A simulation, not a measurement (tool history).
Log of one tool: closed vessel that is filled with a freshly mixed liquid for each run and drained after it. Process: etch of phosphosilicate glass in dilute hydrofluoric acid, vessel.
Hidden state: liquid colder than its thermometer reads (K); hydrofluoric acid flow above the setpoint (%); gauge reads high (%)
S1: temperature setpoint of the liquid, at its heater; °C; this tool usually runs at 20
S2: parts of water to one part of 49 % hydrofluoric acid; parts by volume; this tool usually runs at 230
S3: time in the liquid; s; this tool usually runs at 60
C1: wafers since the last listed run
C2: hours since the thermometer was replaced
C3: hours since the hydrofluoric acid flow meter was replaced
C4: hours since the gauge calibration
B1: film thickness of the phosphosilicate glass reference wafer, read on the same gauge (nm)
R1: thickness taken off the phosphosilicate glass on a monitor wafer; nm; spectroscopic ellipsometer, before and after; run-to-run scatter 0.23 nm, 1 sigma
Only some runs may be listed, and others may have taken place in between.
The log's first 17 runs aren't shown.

| run | hour | S1 | S2 | S3 | C1 | C2 | C3 | C4 | B1 | R1 |
|---|---|---|---|---|---|---|---|---|---|---|
| 18 | 949 | 20 | 230 | 60 | 5551 | 370.9 | 1555.5 | 255.1 | 70.01 | 27.1 |
| 19 | 973.8 | 22.5 | 160 | 35 | 2174 | 395.7 | 1580.3 | 279.9 | 69.99 | 26.64 |
| 20 | 1005.3 | 20 | 230 | 60 | 2762 | 427.2 | 1611.8 | 311.4 | 70 | 26.66 |
| 21 | 1031.8 | 20 | 230 | 60 | 2324 | 453.7 | 1638.3 | 337.9 | 69.99 | 26.7 |
| 22 | 1090.2 | 20 | 230 | 60 | 5121 | 512.1 | 1696.7 | 396.3 | 70.01 | 27.27 |
|  | 1114.9 | hydrofluoric acid flow meter replaced |
| 23 | 1118.4 | 20 | 120 | 45 | 2385 | 540.3 | 3.5 | 424.5 | 70.02 | 43.93 |
| 24 | 1178.8 | 17 | 295 | 30 | 5297 | 600.7 | 63.9 | 484.9 | 69.99 | 8.82 |
| 25 | 1223.6 | 18.5 | 230 | 85 | 3928 | 645.5 | 108.7 | 529.7 | 70.02 | 35.62 |
| 26 | 1291.8 | 17.5 | 230 | 30 | 5981 | 713.7 | 176.9 | 597.9 | 70.03 | 12.17 |
| 27 | 1336.9 | 17 | 310 | 30 | 3955 | 758.8 | 222 | 643 | 70 | 8.15 |
| 28 | 1401.3 | 20 | 230 | 60 | 5647 | 823.2 | 286.4 | 707.4 | 69.99 | 26.62 |
| 29 | 1460.8 | 18 | 285 | 30 | 5218 | 882.7 | 345.9 | 766.9 | 70.03 | 9.57 |
| 30 | 1493.3 | 24 | 165 | 50 | 2850 | 915.2 | 378.4 | 799.4 | 69.97 | 38.54 |
| 31 | 1560.1 | 22.5 | 285 | 60 | 5858 | 982 | 445.2 | 866.2 | 69.95 | 22.31 |
| 32 | 1607.1 | 20 | 230 | 60 | 4121 | 1029 | 492.2 | 913.2 | 70.01 | 26.72 |
|  | 1657.9 | gauge calibrated |
| 33 | 1667.7 | 18.5 | 230 | 85 | 5314 | 1089.6 | 552.8 | 9.8 | 70 | 35.4 |

Branching from run 33: 3 alternative next runs. What would each branch give?
| A | 1668.4 | 20 | 230 | 60 | 61 | 1090.3 | 553.5 | 10.5 | ? | ? |
| B | 1668.4 | 18.5 | 230 | 60 | 61 | 1090.3 | 553.5 | 10.5 | ? | ? |
| C | 1668.4 | 22 | 180 | 60 | 61 | 1090.3 | 553.5 | 10.5 | ? | ? |

| run | B1 | R1 |
|---|---|---|
| A | 69.97 | 26.15 |
| B | 69.97 | 24.67 |
| C | 69.97 | 37.89 |
Take away the tool's hidden state, keep each run's random variation, and the runs would have read:
| run | R1 |
|---|---|
| A | 27.27 |
| B | 25.75 |
| C | 39.53 |

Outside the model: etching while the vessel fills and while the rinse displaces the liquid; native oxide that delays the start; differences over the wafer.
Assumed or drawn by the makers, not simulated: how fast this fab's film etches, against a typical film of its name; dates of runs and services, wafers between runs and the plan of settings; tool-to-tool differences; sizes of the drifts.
